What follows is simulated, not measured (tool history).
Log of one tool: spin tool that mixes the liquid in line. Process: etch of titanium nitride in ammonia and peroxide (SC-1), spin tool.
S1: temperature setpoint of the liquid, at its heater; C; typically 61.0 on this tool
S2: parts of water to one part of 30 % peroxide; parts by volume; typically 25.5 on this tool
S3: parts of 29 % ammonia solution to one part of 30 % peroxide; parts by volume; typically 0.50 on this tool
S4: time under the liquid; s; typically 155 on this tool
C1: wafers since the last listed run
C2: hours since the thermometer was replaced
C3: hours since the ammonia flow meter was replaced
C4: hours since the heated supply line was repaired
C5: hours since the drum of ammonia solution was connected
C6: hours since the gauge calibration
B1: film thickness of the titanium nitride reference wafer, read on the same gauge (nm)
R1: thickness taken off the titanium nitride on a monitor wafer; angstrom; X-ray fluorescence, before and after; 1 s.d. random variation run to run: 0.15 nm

Run 1, hour 0.0: usual settings but S3 0.30 parts by volume; C1 0; C2 52.9; C3 1086.4; C4 374.0; C5 547.3; C6 1656.3; B1 83.30. Result: R1 167.2 angstrom.
Run 2, hour 69.6: usual settings but S1 53.0 C, S2 13.5 parts by volume, S3 0.70 parts by volume, S4 95 s; C1 542; C2 122.5; C3 1156.0; C4 443.6; C5 616.9; C6 1725.9; B1 83.35. Result: R1 99.7 angstrom.
Run 3, hour 146.0: usual settings; C1 595; C2 198.9; C3 1232.4; C4 520.0; C5 693.3; C6 1802.3; B1 83.44. Result: R1 183.7 angstrom.
Run 4, hour 185.7: usual settings but S1 54.0 C, S3 0.30 parts by volume, S4 220 s; C1 309; C2 238.6; C3 1272.1; C4 559.7; C5 733.0; C6 1842.0; B1 83.46. Result: R1 148.7 angstrom.
At hour 187.5: new drum of ammonia solution connected.
Run 5, hour 273.6: usual settings; C1 677; C2 326.5; C3 1360.0; C4 647.6; C5 86.1; C6 1929.9; B1 83.54. Result: R1 183.2 angstrom.
At hour 313.8: ammonia flow meter replaced.
Run 6, hour 358.6: usual settings but S1 57.0 C, S3 0.35 parts by volume, S4 85 s; C1 655; C2 411.5; C3 44.8; C4 732.6; C5 171.1; C6 2014.9; B1 83.54. Result: R1 72.3 angstrom.
Run 7, hour 451.4: usual settings but S1 67.0 C, S3 0.40 parts by volume, S4 185 s; C1 723; C2 504.3; C3 137.6; C4 825.4; C5 263.9; C6 2107.7; B1 83.63. Result: R1 307.2 angstrom.
Run 8, hour 534.5: usual settings but S2 14.0 parts by volume, S4 90 s; C1 647; C2 587.4; C3 220.7; C4 908.5; C5 347.0; C6 2190.8; B1 83.67. Result: R1 147.7 angstrom.
Run 9, hour 621.9: usual settings but S1 69.5 C, S2 18.0 parts by volume, S3 0.35 parts by volume, S4 120 s; C1 681; C2 674.8; C3 308.1; C4 995.9; C5 434.4; C6 2278.2; B1 83.68. Result: R1 276.2 angstrom.
Run 10, hour 712.5: usual settings but S2 38.5 parts by volume, S3 0.25 parts by volume; C1 706; C2 765.4; C3 398.7; C4 1086.5; C5 525.0; C6 2368.8; B1 83.75. Result: R1 128.2 angstrom.
Run 11, hour 776.9: usual settings but S1 67.0 C, S3 0.40 parts by volume, S4 100 s; C1 502; C2 829.8; C3 463.1; C4 1150.9; C5 589.4; C6 2433.2; B1 83.76. Result: R1 164.9 angstrom.
Run 12, hour 866.1: usual settings but S1 64.0 C, S2 19.5 parts by volume; C1 695; C2 919.0; C3 552.3; C4 1240.1; C5 678.6; C6 2522.4; B1 83.80. Result: R1 260.0 angstrom.
At hour 875.9: new drum of ammonia solution connected.
At hour 933.3: thermometer replaced.
Run 13, hour 934.8: usual settings but S2 29.0 parts by volume, S3 0.30 parts by volume, S4 95 s; C1 520; C2 1.5; C3 621.0; C4 1308.8; C5 58.9; C6 2591.1; B1 83.83. Result: R1 94.7 angstrom.
At hour 935.5: gauge calibrated.
Run 14, hour 978.5: usual settings; C1 340; C2 45.2; C3 664.7; C4 1352.5; C5 102.6; C6 43.0; B1 80.27. Result: R1 174.0 angstrom.
Run 15, hour 1110.9: usual settings but S1 52.0 C, S2 34.5 parts by volume; C1 1032; C2 177.6; C3 797.1; C4 1484.9; C5 235.0; C6 175.4; B1 80.97. Result: R1 82.0 angstrom.
Run 16, hour 1176.3: usual settings but S1 51.5 C, S2 22.0 parts by volume, S3 0.70 parts by volume, S4 105 s; C1 509; C2 243.0; C3 862.5; C4 1550.3; C5 300.4; C6 240.8; B1 81.25. Result: R1 73.4 angstrom.
Run 17, hour 1268.3: usual settings; C1 717; C2 335.0; C3 954.5; C4 1642.3; C5 392.4; C6 332.8; B1 81.63. Result: R1 181.1 angstrom.
Run 18, hour 1372.2: usual settings but S1 69.5 C, S3 0.30 parts by volume, S4 245 s; C1 810; C2 438.9; C3 1058.4; C4 1746.2; C5 496.3; C6 436.7; B1 82.03. Result: R1 442.0 angstrom.
Run 19, hour 1459.2: usual settings; C1 678; C2 525.9; C3 1145.4; C4 1833.2; C5 583.3; C6 523.7; B1 82.34. Result: R1 180.1 angstrom.
At hour 1490.3: new drum of ammonia solution connected.
Run 20, hour 1545.3: usual settings but S3 0.40 parts by volume; C1 663; C2 612.0; C3 1231.5; C4 1919.3; C5 55.0; C6 609.8; B1 82.60. Result: R1 175.0 angstrom.
Run 21, hour 1590.7: usual settings; C1 354; C2 657.4; C3 1276.9; C4 1964.7; C5 100.4; C6 655.2; B1 82.72. Result: R1 180.4 angstrom.
Run 22, hour 1684.3: usual settings but S1 53.0 C, S2 22.0 parts by volume, S3 0.30 parts by volume, S4 90 s; C1 729; C2 751.0; C3 1370.5; C4 2058.3; C5 194.0; C6 748.8; B1 82.96. Result: R1 60.1 angstrom.
Run 23, hour 1747.8: usual settings; C1 495; C2 814.5; C3 1434.0; C4 2121.8; C5 257.5; C6 812.3; B1 83.11. Result: R1 179.3 angstrom.

Branching from run 23: 5 alternative next runs. What would each branch give?
Run A, hour 1748.3: usual settings but S1 64.5 C; C1 3; C2 815.0; C3 1434.5; C4 2122.3; C5 258.0; C6 812.8; B1 ?. Result: R1 ?.
Run B, hour 1748.3: usual settings but S2 31.0 parts by volume; C1 3; C2 815.0; C3 1434.5; C4 2122.3; C5 258.0; C6 812.8; B1 ?. Result: R1 ?.
Run C, hour 1748.3: usual settings but S1 69.0 C, S2 31.5 parts by volume, S3 0.35 parts by volume; C1 3; C2 815.0; C3 1434.5; C4 2122.3; C5 258.0; C6 812.8; B1 ?. Result: R1 ?.
Run D, hour 1748.3: usual settings but S3 0.25 parts by volume; C1 3; C2 815.0; C3 1434.5; C4 2122.3; C5 258.0; C6 812.8; B1 ?. Result: R1 ?.
Run E, hour 1748.3: usual settings but S2 33.0 parts by volume; C1 3; C2 815.0; C3 1434.5; C4 2122.3; C5 258.0; C6 812.8; B1 ?. Result: R1 ?.

run     B1     R1
  A  83.12  228.9
  B  83.12  163.4
  C  83.12  251.6
  D  83.12  159.9
  E  83.12  157.7
The same runs, with their run-to-run variation unchanged, on a tool lacking any hidden condition would have given:
run     R1
  A  220.3
  B  157.3
  C  242.1
  D  153.9
  E  151.8
